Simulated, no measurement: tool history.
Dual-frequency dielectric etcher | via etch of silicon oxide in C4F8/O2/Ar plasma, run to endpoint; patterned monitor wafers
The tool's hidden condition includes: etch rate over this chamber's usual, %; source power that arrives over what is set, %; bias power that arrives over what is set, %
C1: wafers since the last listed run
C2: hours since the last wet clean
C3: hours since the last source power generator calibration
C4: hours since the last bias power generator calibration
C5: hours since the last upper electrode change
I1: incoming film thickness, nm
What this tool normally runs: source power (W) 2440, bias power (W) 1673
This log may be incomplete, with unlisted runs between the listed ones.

run 1 hour=0 | source_power_(W)=2180 bias_power_(W)=1673 | C1=0 C2=385.7 C3=1406.7 C4=63.9 C5=5404.4 | I1=1536.6 | endpoint_time_(s)=296.9
run 2 hour=49.2 | source_power_(W)=2440 bias_power_(W)=1673 | C1=335 C2=434.9 C3=1455.9 C4=113.1 C5=5453.6 | I1=1531.5 | endpoint_time_(s)=281.7
run 3 hour=91.4 | source_power_(W)=2440 bias_power_(W)=1673 | C1=287 C2=477.1 C3=1498.1 C4=155.3 C5=5495.8 | I1=1549 | endpoint_time_(s)=283.7
run 4 hour=123.5 | source_power_(W)=2440 bias_power_(W)=1673 | C1=218 C2=509.2 C3=1530.2 C4=187.4 C5=5527.9 | I1=1534.2 | endpoint_time_(s)=280.3
-- hour=190.7 wet clean of the chamber
run 5 hour=191.2 | source_power_(W)=2170 bias_power_(W)=1673 | C1=297 C2=0.5 C3=1597.9 C4=255.1 C5=5595.6 | I1=1540 | endpoint_time_(s)=311.2
run 6 hour=224 | source_power_(W)=2440 bias_power_(W)=1967 | C1=223 C2=33.3 C3=1630.7 C4=287.9 C5=5628.4 | I1=1549 | endpoint_time_(s)=291.9
-- hour=229.4 source power generator calibrated
run 7 hour=284.8 | source_power_(W)=2440 bias_power_(W)=1967 | C1=387 C2=94.1 C3=55.4 C4=348.7 C5=5689.2 | I1=1526.2 | endpoint_time_(s)=279.1
run 8 hour=344.3 | source_power_(W)=2440 bias_power_(W)=1967 | C1=405 C2=153.6 C3=114.9 C4=408.2 C5=5748.7 | I1=1528.2 | endpoint_time_(s)=279.5
run 9 hour=396.5 | source_power_(W)=2440 bias_power_(W)=1673 | C1=355 C2=205.8 C3=167.1 C4=460.4 C5=5800.9 | I1=1533.3 | endpoint_time_(s)=286.9
run 10 hour=426.3 | source_power_(W)=2690 bias_power_(W)=1997 | C1=203 C2=235.6 C3=196.9 C4=490.2 C5=5830.7 | I1=1530.3 | endpoint_time_(s)=268.5
run 11 hour=475.4 | source_power_(W)=2440 bias_power_(W)=1848 | C1=334 C2=284.7 C3=246 C4=539.3 C5=5879.8 | I1=1529.8 | endpoint_time_(s)=279.6
run 12 hour=541.2 | source_power_(W)=1930 bias_power_(W)=2064 | C1=448 C2=350.5 C3=311.8 C4=605.1 C5=5945.6 | I1=1526 | endpoint_time_(s)=300.1
run 13 hour=574.9 | source_power_(W)=2960 bias_power_(W)=1355 | C1=229 C2=384.2 C3=345.5 C4=638.8 C5=5979.3 | I1=1539.3 | endpoint_time_(s)=272.1
run 14 hour=605.5 | source_power_(W)=2000 bias_power_(W)=1929 | C1=208 C2=414.8 C3=376.1 C4=669.4 C5=6009.9 | I1=1523.4 | endpoint_time_(s)=297.2
run 15 hour=634.1 | source_power_(W)=2770 bias_power_(W)=1486 | C1=194 C2=443.4 C3=404.7 C4=698 C5=6038.5 | I1=1542 | endpoint_time_(s)=274.1
-- hour=682.6 wet clean of the chamber
run 16 hour=683.1 | source_power_(W)=1930 bias_power_(W)=1936 | C1=170 C2=0.5 C3=453.7 C4=747 C5=6087.5 | I1=1529 | endpoint_time_(s)=312
-- hour=715.1 upper electrode replaced
run 17 hour=715.6 | source_power_(W)=2960 bias_power_(W)=1292 | C1=57 C2=33 C3=486.2 C4=779.5 C5=0.5 | I1=1533.3 | endpoint_time_(s)=281.2
run 18 hour=783.4 | source_power_(W)=2440 bias_power_(W)=1673 | C1=462 C2=100.8 C3=554 C4=847.3 C5=68.3 | I1=1544.7 | endpoint_time_(s)=293.6
run 19 hour=808.9 | source_power_(W)=2840 bias_power_(W)=1531 | C1=173 C2=126.3 C3=579.5 C4=872.8 C5=93.8 | I1=1529.1 | endpoint_time_(s)=277
run 20 hour=874.4 | source_power_(W)=3000 bias_power_(W)=1673 | C1=446 C2=191.8 C3=645 C4=938.3 C5=159.3 | I1=1535.5 | endpoint_time_(s)=267
run 21 hour=904.8 | source_power_(W)=2440 bias_power_(W)=1673 | C1=207 C2=222.2 C3=675.4 C4=968.7 C5=189.7 | I1=1529.3 | endpoint_time_(s)=288.4
run 22 hour=948.7 | source_power_(W)=2170 bias_power_(W)=1322 | C1=299 C2=266.1 C3=719.3 C4=1012.6 C5=233.6 | I1=1530.8 | endpoint_time_(s)=312.4
run 23 hour=1002.6 | source_power_(W)=2620 bias_power_(W)=1285 | C1=367 C2=320 C3=773.2 C4=1066.5 C5=287.5 | I1=1521.8 | endpoint_time_(s)=286
run 24 hour=1061.9 | source_power_(W)=2440 bias_power_(W)=1298 | C1=404 C2=379.3 C3=832.5 C4=1125.8 C5=346.8 | I1=1533.3 | endpoint_time_(s)=294.3
run 25 hour=1102 | source_power_(W)=2440 bias_power_(W)=1783 | C1=273 C2=419.4 C3=872.6 C4=1165.9 C5=386.9 | I1=1542.6 | endpoint_time_(s)=283.5
run 26 hour=1160.4 | source_power_(W)=2180 bias_power_(W)=1673 | C1=397 C2=477.8 C3=931 C4=1224.3 C5=445.3 | I1=1547.6 | endpoint_time_(s)=299.3
run 27 hour=1218.5 | source_power_(W)=2440 bias_power_(W)=1673 | C1=395 C2=535.9 C3=989.1 C4=1282.4 C5=503.4 | I1=1545.4 | endpoint_time_(s)=284.2
-- hour=1267.2 wet clean of the chamber
run 28 hour=1280 | source_power_(W)=2150 bias_power_(W)=1536 | C1=255 C2=12.8 C3=1050.6 C4=1343.9 C5=564.9 | I1=1549.3 | endpoint_time_(s)=313.4
run 29 hour=1324.8 | source_power_(W)=3030 bias_power_(W)=1673 | C1=305 C2=57.6 C3=1095.4 C4=1388.7 C5=609.7 | I1=1528.9 | endpoint_time_(s)=268.6
run 30 hour=1359.4 | source_power_(W)=2440 bias_power_(W)=2087 | C1=235 C2=92.2 C3=1130 C4=1423.3 C5=644.3 | I1=1532.5 | endpoint_time_(s)=281.2
run 31 hour=1412.5 | source_power_(W)=2440 bias_power_(W)=1673 | C1=361 C2=145.3 C3=1183.1 C4=1476.4 C5=697.4 | I1=1533.6 | endpoint_time_(s)=289.9
run 32 hour=1445.3 | source_power_(W)=2840 bias_power_(W)=1778 | C1=223 C2=178.1 C3=1215.9 C4=1509.2 C5=730.2 | I1=1511.5 | endpoint_time_(s)=267.2
run 33 hour=1487.3 | source_power_(W)=2060 bias_power_(W)=1447 | C1=286 C2=220.1 C3=1257.9 C4=1551.2 C5=772.2 | I1=1542.7 | endpoint_time_(s)=312.7
run 34 hour=1541.1 | source_power_(W)=2760 bias_power_(W)=1378 | C1=366 C2=273.9 C3=1311.7 C4=1605 C5=826 | I1=1547.5 | endpoint_time_(s)=285.6

Forecast each of these 5 alternatives for the next run:
run A hour=1541.6 | source_power_(W)=2440 bias_power_(W)=2042 | C1=3 C2=274.4 C3=1312.2 C4=1605.5 C5=826.5 | I1=1541.3 | endpoint_time_(s)=?
run B hour=1541.6 | source_power_(W)=2000 bias_power_(W)=1673 | C1=3 C2=274.4 C3=1312.2 C4=1605.5 C5=826.5 | I1=1541.3 | endpoint_time_(s)=?
run C hour=1541.6 | source_power_(W)=1990 bias_power_(W)=1412 | C1=3 C2=274.4 C3=1312.2 C4=1605.5 C5=826.5 | I1=1541.3 | endpoint_time_(s)=?
run D hour=1541.6 | source_power_(W)=2130 bias_power_(W)=2061 | C1=3 C2=274.4 C3=1312.2 C4=1605.5 C5=826.5 | I1=1541.3 | endpoint_time_(s)=?
run E hour=1541.6 | source_power_(W)=2790 bias_power_(W)=2034 | C1=3 C2=274.4 C3=1312.2 C4=1605.5 C5=826.5 | I1=1541.3 | endpoint_time_(s)=?

run=A endpoint_time_(s)=279.1
run=B endpoint_time_(s)=309.6
run=C endpoint_time_(s)=317.4
run=D endpoint_time_(s)=293.1
run=E endpoint_time_(s)=265.5
What these runs would have given with no unlogged condition in the tool:
run=A endpoint_time_(s)=281.1
run=B endpoint_time_(s)=311.9
run=C endpoint_time_(s)=319.8
run=D endpoint_time_(s)=295.3
run=E endpoint_time_(s)=267.5

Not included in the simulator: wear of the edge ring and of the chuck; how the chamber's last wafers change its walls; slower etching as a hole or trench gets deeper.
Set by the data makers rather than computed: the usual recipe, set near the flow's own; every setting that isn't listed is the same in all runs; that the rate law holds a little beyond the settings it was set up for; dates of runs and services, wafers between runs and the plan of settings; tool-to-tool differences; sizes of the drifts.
